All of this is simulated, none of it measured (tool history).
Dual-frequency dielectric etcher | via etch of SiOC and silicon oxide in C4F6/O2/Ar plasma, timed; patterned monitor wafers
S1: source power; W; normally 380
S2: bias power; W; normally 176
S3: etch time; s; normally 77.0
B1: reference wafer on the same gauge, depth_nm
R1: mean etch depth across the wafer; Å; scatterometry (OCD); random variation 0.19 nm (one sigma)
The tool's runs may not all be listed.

Run 1, hour 0.0: usual settings; B1 86.0. Result: R1 834 Å.
Run 2, hour 29.6: usual settings; B1 86.0. Result: R1 834 Å.
Run 3, hour 59.0: usual settings; B1 86.0. Result: R1 833 Å.
Run 4, hour 83.5: usual settings; B1 86.0. Result: R1 829 Å.
Run 5, hour 103.9: usual settings; B1 86.0. Result: R1 829 Å.
Run 6, hour 122.8: usual settings but S1 320 W; B1 86.0. Result: R1 801 Å.
Run 7, hour 153.0: usual settings but S1 320 W; B1 86.0. Result: R1 799 Å.
Run 8, hour 176.5: usual settings but S3 69.5 s; B1 86.0. Result: R1 748 Å.
At hour 213.1: wet clean of the chamber.
At hour 227.4: upper electrode replaced.
Run 9, hour 227.9: usual settings but S3 69.5 s; B1 86.1. Result: R1 730 Å.
Run 10, hour 228.2: usual settings but S3 69.5 s; B1 86.0. Result: R1 730 Å.
Run 11, hour 233.9: usual settings; B1 86.0. Result: R1 805 Å.
At hour 250.7: source power generator calibrated.
Run 12, hour 251.2: usual settings; B1 86.0. Result: R1 805 Å.
At hour 263.5: gauge calibrated.
Run 13, hour 277.8: usual settings; B1 86.1. Result: R1 803 Å.
At hour 326.7: wet clean of the chamber, repeated, since the last time left the tool worse.
Run 14, hour 327.2: usual settings but S1 290 W, S2 136 W; B1 85.9. Result: R1 755 Å.
At hour 334.7: bias power generator calibrated.
Run 15, hour 340.7: usual settings; B1 86.0. Result: R1 847 Å.
Run 16, hour 366.7: usual settings but S2 149 W; B1 86.0. Result: R1 813 Å.
Run 17, hour 380.5: usual settings but S3 98.0 s; B1 86.0. Result: R1 1078 Å.
Run 18, hour 396.0: usual settings but S1 300 W; B1 86.0. Result: R1 812 Å.
Run 19, hour 413.8: usual settings; B1 86.0. Result: R1 848 Å.
Run 20, hour 440.6: usual settings but S1 420 W, S2 155 W, S3 86.5 s; B1 86.0. Result: R1 936 Å.
Run 21, hour 470.7: usual settings; B1 86.0. Result: R1 845 Å.
Run 22, hour 509.5: usual settings but S1 420 W, S2 202 W; B1 86.0. Result: R1 898 Å.
Run 23, hour 522.6: usual settings; B1 86.0. Result: R1 842 Å.
Run 24, hour 558.3: usual settings; B1 86.0. Result: R1 842 Å.
Run 25, hour 580.7: usual settings but S1 440 W, S3 61.0 s; B1 86.0. Result: R1 687 Å.
Run 26, hour 606.0: usual settings but S1 310 W, S3 84.5 s; B1 86.0. Result: R1 882 Å.

Each row is a separate what-if for the run after 26, all from the same tool condition, not one after another. Results?
Run A, hour 606.4: usual settings; B1 ?. Result: R1 ?.
Run B, hour 606.4: usual settings but S3 85.5 s; B1 ?. Result: R1 ?.
Run C, hour 606.4: usual settings but S1 460 W, S2 200 W, S3 70.5 s; B1 ?. Result: R1 ?.

run    B1   R1
  A  86.0  838
  B  86.0  931
  C  86.0  830
The same runs, with their run-to-run variation unchanged, on a tool lacking any hidden condition would have given:
run   R1
  A  848
  B  941
  C  839
